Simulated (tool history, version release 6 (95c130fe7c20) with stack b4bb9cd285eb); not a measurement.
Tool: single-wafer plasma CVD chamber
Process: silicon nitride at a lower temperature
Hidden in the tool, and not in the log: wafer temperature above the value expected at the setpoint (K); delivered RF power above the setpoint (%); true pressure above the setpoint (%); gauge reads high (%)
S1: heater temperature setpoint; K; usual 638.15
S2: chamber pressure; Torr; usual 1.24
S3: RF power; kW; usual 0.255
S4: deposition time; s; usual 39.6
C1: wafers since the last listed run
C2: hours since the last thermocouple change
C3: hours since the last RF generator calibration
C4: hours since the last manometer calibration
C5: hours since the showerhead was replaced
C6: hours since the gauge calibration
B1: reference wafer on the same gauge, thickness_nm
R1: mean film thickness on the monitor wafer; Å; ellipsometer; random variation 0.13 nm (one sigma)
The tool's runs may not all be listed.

run,hour,S1,S2,S3,S4,C1,C2,C3,C4,C5,C6,B1,R1
1,0.0,638.15,1.24,0.255,36.6,0,1877.5,73.2,1376.5,1413.3,2838.7,37.712,338.29
2,42.7,638.15,1.24,0.290,34.3,1082,1920.2,115.9,1419.2,1456.0,2881.4,37.701,350.23
3,134.5,638.15,1.24,0.290,34.3,2328,2012.0,207.7,1511.0,1547.8,2973.2,37.721,350.03
4,199.6,638.15,1.24,0.255,41.7,1651,2077.1,272.8,1576.1,1612.9,3038.3,37.715,384.45
5,260.2,638.15,1.24,0.255,44.1,1536,2137.7,333.4,1636.7,1673.5,3098.9,37.732,405.28
6,536.5,651.15,1.12,0.300,33.2,7007,2414.0,609.7,1913.0,1949.8,3375.2,37.699,337.49
7,617.2,638.15,1.24,0.220,39.6,2046,2494.7,690.4,1993.7,2030.5,3455.9,37.710,320.83
8,717.5,630.15,1.24,0.255,34.8,2543,2595.0,790.7,2094.0,2130.8,3556.2,37.659,320.71
# hour 772.5: thermocouple changed; heater temperature recalibrated
9,781.8,627.15,1.24,0.255,39.6,1427,9.3,855.0,2158.3,2195.1,3620.5,37.709,364.43
10,840.3,638.15,1.24,0.255,39.6,1483,67.8,913.5,2216.8,2253.6,3679.0,37.702,365.10
11,920.0,625.15,1.35,0.280,46.2,2021,147.5,993.2,2296.5,2333.3,3758.7,37.668,466.66
12,959.6,638.15,1.24,0.255,39.6,1004,187.1,1032.8,2336.1,2372.9,3798.3,37.715,361.15
13,1016.5,638.15,1.24,0.215,39.6,1443,244.0,1089.7,2393.0,2429.8,3855.2,37.721,312.96
14,1101.5,647.15,1.24,0.255,37.0,2155,329.0,1174.7,2478.0,2514.8,3940.2,37.693,338.26
# hour 1138.5: gauge calibrated
# hour 1158.8: showerhead replaced
15,1178.7,652.15,1.24,0.255,39.6,1755,406.2,1251.9,2555.2,19.9,40.2,37.696,361.42
16,1219.9,638.15,1.24,0.255,39.6,1044,447.4,1293.1,2596.4,61.1,81.4,37.695,362.54
# hour 1281.1: capacitance manometer re-zeroed and calibrated
17,1282.3,638.15,1.24,0.255,39.6,1379,509.8,1355.5,1.2,123.5,143.8,37.690,364.91
18,1339.3,646.15,1.41,0.255,36.1,1445,566.8,1412.5,58.2,180.5,200.8,37.713,341.95
19,1415.5,638.15,1.24,0.215,45.8,1932,643.0,1488.7,134.4,256.7,277.0,37.683,366.84
20,1512.6,638.15,1.24,0.255,39.6,2462,740.1,1585.8,231.5,353.8,374.1,37.688,367.90
21,1572.1,645.15,0.95,0.300,36.8,1509,799.6,1645.3,291.0,413.3,433.6,37.720,369.98
22,1631.0,638.15,1.24,0.210,36.8,1493,858.5,1704.2,349.9,472.2,492.5,37.669,289.18
23,1712.0,638.15,1.24,0.225,39.6,2054,939.5,1785.2,430.9,553.2,573.5,37.710,330.22
24,1919.3,651.15,1.14,0.235,36.2,5257,1146.8,1992.5,638.2,760.5,780.8,37.691,305.71
25,2003.7,629.15,1.50,0.255,32.9,2140,1231.2,2076.9,722.6,844.9,865.2,37.709,315.47
26,2075.6,638.15,1.36,0.255,39.6,1823,1303.1,2148.8,794.5,916.8,937.1,37.672,373.02
# hour 2099.8: RF generator calibrated
27,2161.3,629.15,1.24,0.255,42.5,1970,1388.8,61.5,880.2,1002.5,1022.8,37.681,393.86
28,2268.3,638.15,1.24,0.255,39.6,2713,1495.8,168.5,987.2,1109.5,1129.8,37.740,365.72

Forecast each of these 4 alternatives for the next run:
A,2268.7,638.15,1.24,0.240,39.6,10,1496.2,168.9,987.6,1109.9,1130.2,?,?
B,2268.7,650.15,1.24,0.255,41.7,10,1496.2,168.9,987.6,1109.9,1130.2,?,?
C,2268.7,638.15,1.33,0.255,39.6,10,1496.2,168.9,987.6,1109.9,1130.2,?,?
D,2268.7,638.15,1.35,0.215,39.6,10,1496.2,168.9,987.6,1109.9,1130.2,?,?

run,B1,R1
A,37.673,348.18
B,37.673,383.06
C,37.673,370.78
D,37.673,322.13
Without the tool's hidden state the same runs would have given:
run,R1
A,349.47
B,384.48
C,372.15
D,323.32
